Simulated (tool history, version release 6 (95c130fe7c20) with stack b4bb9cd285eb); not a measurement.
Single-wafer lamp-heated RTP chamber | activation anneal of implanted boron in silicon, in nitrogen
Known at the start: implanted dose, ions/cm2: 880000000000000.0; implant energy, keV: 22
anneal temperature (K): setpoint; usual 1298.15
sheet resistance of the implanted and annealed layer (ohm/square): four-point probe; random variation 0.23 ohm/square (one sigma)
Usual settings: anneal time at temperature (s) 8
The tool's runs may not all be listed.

run,hour,anneal temperature (K),anneal time at temperature (s),wafers since the last listed run,wafers since the last pyrometer calibration,wafers since the reflector plate was cleaned,hours since the gauge calibration,"read-back reference wafer on the same gauge, sheet resistance",sheet resistance of the implanted and annealed layer (ohm/square)
1,0,1298.15,8,0,8336,8882,3361.7,142.98,135.8
2,92.6,1298.15,8,1534,9871,10417,3454.3,143,136.51
3,155.1,1298.15,8,1036,10907,11453,3516.8,143,135.74
# hour 211.2: pyrometer window cleaned and pyrometer calibrated
# hour 223.3: reflector plate cleaned
4,224.6,1298.15,8,886,89,22,3586.3,142.99,137.13
5,269.2,1298.15,8,739,828,761,3630.9,142.95,136.42
# hour 295.6: gauge calibrated
6,325.8,1298.15,8,938,1767,1699,30.2,143.02,136.95
7,365.1,1298.15,8,651,2418,2351,69.5,143,136.5
8,410.4,1298.15,8,750,3169,3102,114.8,143.05,136.15
9,474.3,1313.15,8,1059,4228,4161,178.7,142.99,135.41
10,793.1,1313.15,8,5284,9513,9446,497.5,143.03,135.2
# hour 870.2: pyrometer window cleaned and pyrometer calibrated
11,888.9,1313.15,8,1455,310,10901,593.3,143,135.96
12,969.6,1298.15,8,1337,1647,12239,674,142.97,136.68
# hour 1021: reflector plate cleaned
13,1068.6,1325.15,11,1508,3156,788,773,142.99,135
14,1156.8,1298.15,8,1462,4618,2250,861.2,143,136.72
15,1251.5,1298.15,8,1569,6188,3820,955.9,143.06,135.9
16,1318.8,1323.15,11,1115,7303,4935,1023.2,142.94,135.36
17,1412.1,1273.15,10,1546,8850,6482,1116.5,142.97,139.59
18,1517.4,1328.15,13,1745,10595,8227,1221.8,142.96,134.74
19,1555.1,1298.15,8,624,11220,8852,1259.5,143,135.8

The next listed run, before its measurement:
# hour 1576.4: pyrometer window cleaned and pyrometer calibrated
20,1628.3,1298.15,8,1080,860,9933,1332.7,?,?

read-back reference wafer on the same gauge, sheet resistance: 142.97
sheet resistance of the implanted and annealed layer (ohm/square): 136.88
Without the tool's hidden state the same run would have given sheet resistance of the implanted and annealed layer (ohm/square) 137.21.
